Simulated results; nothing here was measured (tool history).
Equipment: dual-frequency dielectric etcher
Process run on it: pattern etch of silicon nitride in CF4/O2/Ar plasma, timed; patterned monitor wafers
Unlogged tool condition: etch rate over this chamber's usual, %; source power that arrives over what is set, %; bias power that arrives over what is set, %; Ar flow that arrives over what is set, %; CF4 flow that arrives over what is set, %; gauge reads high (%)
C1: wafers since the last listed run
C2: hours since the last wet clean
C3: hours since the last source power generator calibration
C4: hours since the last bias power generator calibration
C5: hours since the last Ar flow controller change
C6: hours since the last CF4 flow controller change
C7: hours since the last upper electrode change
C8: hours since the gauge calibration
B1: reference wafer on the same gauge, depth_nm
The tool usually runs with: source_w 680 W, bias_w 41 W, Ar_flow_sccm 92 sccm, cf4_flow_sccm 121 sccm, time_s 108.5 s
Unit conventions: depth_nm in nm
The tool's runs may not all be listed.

run 1 hour=0.0 | source_w=680 bias_w=41 Ar_flow_sccm=92 cf4_flow_sccm=121 time_s=108.5 | C1=0 C2=466.4 C3=51.9 C4=31.7 C5=166.7 C6=183.3 C7=5983.5 C8=435.2 | B1=236.9 | depth_nm=242.9
-- hour=31.8 upper electrode replaced
run 2 hour=32.3 | source_w=680 bias_w=49 Ar_flow_sccm=92 cf4_flow_sccm=121 time_s=108.5 | C1=79 C2=498.7 C3=84.2 C4=64.0 C5=199.0 C6=215.6 C7=0.5 C8=467.5 | B1=237.0 | depth_nm=270.4
run 3 hour=32.6 | source_w=680 bias_w=41 Ar_flow_sccm=92 cf4_flow_sccm=150 time_s=108.5 | C1=2 C2=499.0 C3=84.5 C4=64.3 C5=199.3 C6=215.9 C7=0.8 C8=467.8 | B1=237.1 | depth_nm=248.6
run 4 hour=46.5 | source_w=680 bias_w=41 Ar_flow_sccm=92 cf4_flow_sccm=121 time_s=130.5 | C1=132 C2=512.9 C3=98.4 C4=78.2 C5=213.2 C6=229.8 C7=14.7 C8=481.7 | B1=237.2 | depth_nm=293.0
run 5 hour=58.7 | source_w=840 bias_w=49 Ar_flow_sccm=104 cf4_flow_sccm=142 time_s=108.5 | C1=116 C2=525.1 C3=110.6 C4=90.4 C5=225.4 C6=242.0 C7=26.9 C8=493.9 | B1=236.9 | depth_nm=324.5
-- hour=64.7 gauge calibrated
run 6 hour=70.2 | source_w=630 bias_w=41 Ar_flow_sccm=71 cf4_flow_sccm=102 time_s=130.0 | C1=110 C2=536.6 C3=122.1 C4=101.9 C5=236.9 C6=253.5 C7=38.4 C8=5.5 | B1=236.8 | depth_nm=275.5
run 7 hour=80.9 | source_w=540 bias_w=49 Ar_flow_sccm=108 cf4_flow_sccm=113 time_s=108.5 | C1=102 C2=547.3 C3=132.8 C4=112.6 C5=247.6 C6=264.2 C7=49.1 C8=16.2 | B1=236.5 | depth_nm=209.2
-- hour=114.6 wet clean of the chamber
run 8 hour=115.1 | source_w=680 bias_w=41 Ar_flow_sccm=92 cf4_flow_sccm=121 time_s=108.5 | C1=97 C2=0.5 C3=167.0 C4=146.8 C5=281.8 C6=298.4 C7=83.3 C8=50.4 | B1=237.3 | depth_nm=254.5
run 9 hour=115.4 | source_w=680 bias_w=44 Ar_flow_sccm=83 cf4_flow_sccm=141 time_s=124.5 | C1=2 C2=0.8 C3=167.3 C4=147.1 C5=282.1 C6=298.7 C7=83.6 C8=50.7 | B1=237.6 | depth_nm=307.0
run 10 hour=115.8 | source_w=680 bias_w=38 Ar_flow_sccm=73 cf4_flow_sccm=143 time_s=108.5 | C1=3 C2=1.2 C3=167.7 C4=147.5 C5=282.5 C6=299.1 C7=84.0 C8=51.1 | B1=236.9 | depth_nm=252.0
run 11 hour=125.9 | source_w=680 bias_w=41 Ar_flow_sccm=92 cf4_flow_sccm=121 time_s=139.0 | C1=96 C2=11.3 C3=177.8 C4=157.6 C5=292.6 C6=309.2 C7=94.1 C8=61.2 | B1=236.9 | depth_nm=322.5
run 12 hour=133.5 | source_w=680 bias_w=41 Ar_flow_sccm=92 cf4_flow_sccm=137 time_s=124.0 | C1=72 C2=18.9 C3=185.4 C4=165.2 C5=300.2 C6=316.8 C7=101.7 C8=68.8 | B1=237.1 | depth_nm=292.6
run 13 hour=142.0 | source_w=540 bias_w=41 Ar_flow_sccm=92 cf4_flow_sccm=95 time_s=108.5 | C1=81 C2=27.4 C3=193.9 C4=173.7 C5=308.7 C6=325.3 C7=110.2 C8=77.3 | B1=237.0 | depth_nm=198.9
run 14 hour=156.7 | source_w=680 bias_w=41 Ar_flow_sccm=112 cf4_flow_sccm=151 time_s=118.5 | C1=140 C2=42.1 C3=208.6 C4=188.4 C5=323.4 C6=340.0 C7=124.9 C8=92.0 | B1=236.8 | depth_nm=272.5
run 15 hour=170.8 | source_w=680 bias_w=47 Ar_flow_sccm=82 cf4_flow_sccm=121 time_s=77.0 | C1=134 C2=56.2 C3=222.7 C4=202.5 C5=337.5 C6=354.1 C7=139.0 C8=106.1 | B1=236.7 | depth_nm=193.8
run 16 hour=184.9 | source_w=820 bias_w=41 Ar_flow_sccm=74 cf4_flow_sccm=103 time_s=85.0 | C1=134 C2=70.3 C3=236.8 C4=216.6 C5=351.6 C6=368.2 C7=153.1 C8=120.2 | B1=237.6 | depth_nm=241.0
run 17 hour=202.3 | source_w=680 bias_w=41 Ar_flow_sccm=92 cf4_flow_sccm=121 time_s=108.5 | C1=166 C2=87.7 C3=254.2 C4=234.0 C5=369.0 C6=385.6 C7=170.5 C8=137.6 | B1=237.3 | depth_nm=248.9
run 18 hour=212.7 | source_w=730 bias_w=41 Ar_flow_sccm=92 cf4_flow_sccm=121 time_s=108.5 | C1=99 C2=98.1 C3=264.6 C4=244.4 C5=379.4 C6=396.0 C7=180.9 C8=148.0 | B1=237.1 | depth_nm=270.0
run 19 hour=228.9 | source_w=680 bias_w=41 Ar_flow_sccm=92 cf4_flow_sccm=121 time_s=108.5 | C1=154 C2=114.3 C3=280.8 C4=260.6 C5=395.6 C6=412.2 C7=197.1 C8=164.2 | B1=237.1 | depth_nm=249.3
run 20 hour=240.6 | source_w=680 bias_w=47 Ar_flow_sccm=92 cf4_flow_sccm=121 time_s=108.5 | C1=111 C2=126.0 C3=292.5 C4=272.3 C5=407.3 C6=423.9 C7=208.8 C8=175.9 | B1=237.7 | depth_nm=266.2
run 21 hour=253.5 | source_w=680 bias_w=31 Ar_flow_sccm=78 cf4_flow_sccm=121 time_s=108.5 | C1=123 C2=138.9 C3=305.4 C4=285.2 C5=420.2 C6=436.8 C7=221.7 C8=188.8 | B1=236.6 | depth_nm=218.3

Branching from run 21: 4 alternative next runs. What would each branch give?
run A hour=253.9 | source_w=680 bias_w=41 Ar_flow_sccm=92 cf4_flow_sccm=102 time_s=108.5 | C1=3 C2=139.3 C3=305.8 C4=285.6 C5=420.6 C6=437.2 C7=222.1 C8=189.2 | B1=? | depth_nm=?
run B hour=253.9 | source_w=760 bias_w=41 Ar_flow_sccm=105 cf4_flow_sccm=113 time_s=122.0 | C1=3 C2=139.3 C3=305.8 C4=285.6 C5=420.6 C6=437.2 C7=222.1 C8=189.2 | B1=? | depth_nm=?
run C hour=253.9 | source_w=680 bias_w=41 Ar_flow_sccm=115 cf4_flow_sccm=121 time_s=87.0 | C1=3 C2=139.3 C3=305.8 C4=285.6 C5=420.6 C6=437.2 C7=222.1 C8=189.2 | B1=? | depth_nm=?
run D hour=253.9 | source_w=680 bias_w=45 Ar_flow_sccm=92 cf4_flow_sccm=121 time_s=108.5 | C1=3 C2=139.3 C3=305.8 C4=285.6 C5=420.6 C6=437.2 C7=222.1 C8=189.2 | B1=? | depth_nm=?

run=A B1=237.1 depth_nm=244.9
run=B B1=237.1 depth_nm=302.4
run=C B1=237.1 depth_nm=192.3
run=D B1=237.1 depth_nm=260.0
The same runs, with their run-to-run variation unchanged, on a tool lacking any hidden condition would have given:
run=A depth_nm=247.0
run=B depth_nm=305.0
run=C depth_nm=194.0
run=D depth_nm=262.2
